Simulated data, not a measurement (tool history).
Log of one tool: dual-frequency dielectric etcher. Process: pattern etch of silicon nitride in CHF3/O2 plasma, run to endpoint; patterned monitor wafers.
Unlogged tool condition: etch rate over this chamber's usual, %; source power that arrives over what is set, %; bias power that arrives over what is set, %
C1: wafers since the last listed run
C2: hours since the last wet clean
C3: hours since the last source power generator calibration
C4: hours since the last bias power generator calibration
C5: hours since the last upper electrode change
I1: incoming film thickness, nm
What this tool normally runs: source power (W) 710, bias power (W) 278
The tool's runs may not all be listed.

run 1 hour=0 | source_power_(W)=850 bias_power_(W)=278 | C1=0 C2=212.2 C3=3069.2 C4=3768.7 C5=5075.9 | I1=80.3 | endpoint_time_(s)=38.5
run 2 hour=31.5 | source_power_(W)=670 bias_power_(W)=233 | C1=518 C2=243.7 C3=3100.7 C4=3800.2 C5=5107.4 | I1=79.7 | endpoint_time_(s)=43.2
run 3 hour=98.5 | source_power_(W)=670 bias_power_(W)=233 | C1=1103 C2=310.7 C3=3167.7 C4=3867.2 C5=5174.4 | I1=80.6 | endpoint_time_(s)=44.5
run 4 hour=117.6 | source_power_(W)=670 bias_power_(W)=233 | C1=314 C2=329.8 C3=3186.8 C4=3886.3 C5=5193.5 | I1=80.2 | endpoint_time_(s)=44.3
run 5 hour=133.7 | source_power_(W)=710 bias_power_(W)=278 | C1=265 C2=345.9 C3=3202.9 C4=3902.4 C5=5209.6 | I1=81.2 | endpoint_time_(s)=41.5
run 6 hour=151.9 | source_power_(W)=710 bias_power_(W)=278 | C1=299 C2=364.1 C3=3221.1 C4=3920.6 C5=5227.8 | I1=80.3 | endpoint_time_(s)=41.1
run 7 hour=179.7 | source_power_(W)=710 bias_power_(W)=278 | C1=457 C2=391.9 C3=3248.9 C4=3948.4 C5=5255.6 | I1=80.3 | endpoint_time_(s)=41
run 8 hour=214.8 | source_power_(W)=710 bias_power_(W)=278 | C1=577 C2=427 C3=3284 C4=3983.5 C5=5290.7 | I1=80.8 | endpoint_time_(s)=41.2
-- hour=254.5 wet clean of the chamber
run 9 hour=255 | source_power_(W)=800 bias_power_(W)=278 | C1=266 C2=0.5 C3=3324.2 C4=4023.7 C5=5330.9 | I1=80.2 | endpoint_time_(s)=38.1
run 10 hour=261.4 | source_power_(W)=800 bias_power_(W)=278 | C1=105 C2=6.9 C3=3330.6 C4=4030.1 C5=5337.3 | I1=80.4 | endpoint_time_(s)=38.5
run 11 hour=295.3 | source_power_(W)=800 bias_power_(W)=278 | C1=558 C2=40.8 C3=3364.5 C4=4064 C5=5371.2 | I1=80.6 | endpoint_time_(s)=38.4
run 12 hour=330.3 | source_power_(W)=710 bias_power_(W)=332 | C1=576 C2=75.8 C3=3399.5 C4=4099 C5=5406.2 | I1=80.5 | endpoint_time_(s)=36.8
run 13 hour=357.3 | source_power_(W)=710 bias_power_(W)=235 | C1=444 C2=102.8 C3=3426.5 C4=4126 C5=5433.2 | I1=80 | endpoint_time_(s)=42.1
run 14 hour=373.6 | source_power_(W)=710 bias_power_(W)=235 | C1=268 C2=119.1 C3=3442.8 C4=4142.3 C5=5449.5 | I1=80.4 | endpoint_time_(s)=43
run 15 hour=387.6 | source_power_(W)=710 bias_power_(W)=278 | C1=230 C2=133.1 C3=3456.8 C4=4156.3 C5=5463.5 | I1=80 | endpoint_time_(s)=39.5
run 16 hour=406.3 | source_power_(W)=850 bias_power_(W)=278 | C1=307 C2=151.8 C3=3475.5 C4=4175 C5=5482.2 | I1=80.1 | endpoint_time_(s)=38.2
-- hour=424.5 bias power generator calibrated
run 17 hour=425 | source_power_(W)=630 bias_power_(W)=278 | C1=242 C2=170.5 C3=3494.2 C4=0.5 C5=5500.9 | I1=79.9 | endpoint_time_(s)=41
-- hour=458 upper electrode replaced
run 18 hour=458.5 | source_power_(W)=710 bias_power_(W)=278 | C1=156 C2=204 C3=3527.7 C4=34 C5=0.5 | I1=80.4 | endpoint_time_(s)=40.6
run 19 hour=473.1 | source_power_(W)=790 bias_power_(W)=210 | C1=240 C2=218.6 C3=3542.3 C4=48.6 C5=15.1 | I1=80.5 | endpoint_time_(s)=44.1
run 20 hour=501.9 | source_power_(W)=560 bias_power_(W)=260 | C1=474 C2=247.4 C3=3571.1 C4=77.4 C5=43.9 | I1=79.5 | endpoint_time_(s)=43.3
run 21 hour=525.1 | source_power_(W)=640 bias_power_(W)=221 | C1=381 C2=270.6 C3=3594.3 C4=100.6 C5=67.1 | I1=80.4 | endpoint_time_(s)=45.2
run 22 hour=555.8 | source_power_(W)=710 bias_power_(W)=240 | C1=505 C2=301.3 C3=3625 C4=131.3 C5=97.8 | I1=80.9 | endpoint_time_(s)=43.6
run 23 hour=577 | source_power_(W)=820 bias_power_(W)=254 | C1=349 C2=322.5 C3=3646.2 C4=152.5 C5=119 | I1=80.4 | endpoint_time_(s)=40.4
-- hour=611.5 source power generator calibrated
run 24 hour=635.7 | source_power_(W)=710 bias_power_(W)=344 | C1=900 C2=381.2 C3=24.2 C4=211.2 C5=177.7 | I1=80.6 | endpoint_time_(s)=37.9
run 25 hour=664.5 | source_power_(W)=860 bias_power_(W)=278 | C1=474 C2=410 C3=53 C4=240 C5=206.5 | I1=80.1 | endpoint_time_(s)=38.9
run 26 hour=691.6 | source_power_(W)=710 bias_power_(W)=257 | C1=446 C2=437.1 C3=80.1 C4=267.1 C5=233.6 | I1=80.5 | endpoint_time_(s)=42.6
-- hour=722 wet clean of the chamber
run 27 hour=722.5 | source_power_(W)=810 bias_power_(W)=278 | C1=113 C2=0.5 C3=111 C4=298 C5=264.5 | I1=80.5 | endpoint_time_(s)=38.4
run 28 hour=727.6 | source_power_(W)=820 bias_power_(W)=278 | C1=83 C2=5.6 C3=116.1 C4=303.1 C5=269.6 | I1=80.1 | endpoint_time_(s)=37.9
run 29 hour=799.2 | source_power_(W)=810 bias_power_(W)=239 | C1=1178 C2=77.2 C3=187.7 C4=374.7 C5=341.2 | I1=80.9 | endpoint_time_(s)=41.2

Each row is a separate what-if for the run after 29, all from the same tool condition, not one after another. Results?
run A hour=799.6 | source_power_(W)=710 bias_power_(W)=278 | C1=6 C2=77.6 C3=188.1 C4=375.1 C5=341.6 | I1=80.9 | endpoint_time_(s)=?
run B hour=799.6 | source_power_(W)=820 bias_power_(W)=252 | C1=6 C2=77.6 C3=188.1 C4=375.1 C5=341.6 | I1=80.9 | endpoint_time_(s)=?
run C hour=799.6 | source_power_(W)=810 bias_power_(W)=224 | C1=6 C2=77.6 C3=188.1 C4=375.1 C5=341.6 | I1=80.9 | endpoint_time_(s)=?
run D hour=799.6 | source_power_(W)=710 bias_power_(W)=219 | C1=6 C2=77.6 C3=188.1 C4=375.1 C5=341.6 | I1=80.9 | endpoint_time_(s)=?
run E hour=799.6 | source_power_(W)=890 bias_power_(W)=209 | C1=6 C2=77.6 C3=188.1 C4=375.1 C5=341.6 | I1=80.9 | endpoint_time_(s)=?

run=A endpoint_time_(s)=40.2
run=B endpoint_time_(s)=40.5
run=C endpoint_time_(s)=42.7
run=D endpoint_time_(s)=44.5
run=E endpoint_time_(s)=42.9
Stripped of hidden state, with their random variation kept, the same runs would have yielded:
run=A endpoint_time_(s)=39.6
run=B endpoint_time_(s)=39.9
run=C endpoint_time_(s)=42.1
run=D endpoint_time_(s)=43.9
run=E endpoint_time_(s)=42.3

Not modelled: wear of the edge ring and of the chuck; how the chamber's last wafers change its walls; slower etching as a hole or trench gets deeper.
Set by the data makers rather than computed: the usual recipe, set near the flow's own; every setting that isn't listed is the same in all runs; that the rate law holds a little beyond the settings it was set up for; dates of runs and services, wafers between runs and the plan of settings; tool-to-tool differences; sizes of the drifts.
